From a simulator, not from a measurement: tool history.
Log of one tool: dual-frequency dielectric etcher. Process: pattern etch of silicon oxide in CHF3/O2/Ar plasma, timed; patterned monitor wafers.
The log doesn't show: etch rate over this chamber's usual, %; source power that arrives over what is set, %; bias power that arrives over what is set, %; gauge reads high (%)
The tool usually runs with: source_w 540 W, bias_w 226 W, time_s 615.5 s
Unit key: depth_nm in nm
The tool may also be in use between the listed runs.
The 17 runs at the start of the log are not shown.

run    hour  source_w  bias_w  time_s  wafers since the last listed run  hours since the last wet clean  hours since the last source power generator calibration  hours since the last bias power generator calibration  hours since the last upper electrode change  hours since the gauge calibration  read-back reference wafer on the same gauge, depth_nm  depth_nm
 18  1045.2       540     226   615.5                               112                            77.1                                                    983.2                                                  558.2                                       1049.6                              547.9                                                 1420.8    1344.6
 19  1070.7       540     226   615.5                                55                           102.6                                                   1008.7                                                  583.7                                       1075.1                              573.4                                                 1419.4    1341.5
 20  1115.4       570     226   615.5                                98                           147.3                                                   1053.4                                                  628.4                                       1119.8                              618.1                                                 1420.1    1383.2
 21  1177.3       480     226   764.5                               135                           209.2                                                   1115.3                                                  690.3                                       1181.7                              680.0                                                 1418.6    1568.1
 22  1248.5       660     269   615.5                               156                           280.4                                                   1186.5                                                  761.5                                       1252.9                              751.2                                                 1419.9    1612.2
 23  1273.2       630     175   495.0                                54                           305.1                                                   1211.2                                                  786.2                                       1277.6                              775.9                                                 1418.5    1020.8
 24  1312.6       540     226   615.5                                86                           344.5                                                   1250.6                                                  825.6                                       1317.0                              815.3                                                 1420.1    1343.3
 25  1352.4       540     226   701.5                                87                           384.3                                                   1290.4                                                  865.4                                       1356.8                              855.1                                                 1419.0    1529.0
     1415.0  -- wet clean of the chamber
 26  1415.5       570     226   615.5                                85                             0.5                                                   1353.5                                                  928.5                                       1419.9                              918.2                                                 1419.1    1372.2
 27  1465.7       490     226   615.5                               110                            50.7                                                   1403.7                                                  978.7                                       1470.1                              968.4                                                 1420.6    1273.2
 28  1504.4       580     254   675.5                                84                            89.4                                                   1442.4                                                 1017.4                                       1508.8                             1007.1                                                 1419.7    1615.1
 29  1552.1       650     180   763.5                               104                           137.1                                                   1490.1                                                 1065.1                                       1556.5                             1054.8                                                 1419.7    1618.7
 30  1581.0       540     226   615.5                                63                           166.0                                                   1519.0                                                 1094.0                                       1585.4                             1083.7                                                 1419.7    1346.9

Branching from run 30: 3 alternative next runs. What would each branch give?
  A  1581.6       540     226   615.5                                 1                           166.6                                                   1519.6                                                 1094.6                                       1586.0                             1084.3                                                      ?         ?
  B  1581.6       480     269   615.5                                 1                           166.6                                                   1519.6                                                 1094.6                                       1586.0                             1084.3                                                      ?         ?
  C  1581.6       460     282   446.0                                 1                           166.6                                                   1519.6                                                 1094.6                                       1586.0                             1084.3                                                      ?         ?

run  read-back reference wafer on the same gauge, depth_nm  depth_nm
  A                                                 1420.5    1345.7
  B                                                 1420.5    1382.6
  C                                                 1420.5    1002.7
Stripped of hidden state, with their random variation kept, the same runs would have yielded:
run  depth_nm
  A    1345.7
  B    1382.6
  C    1002.7
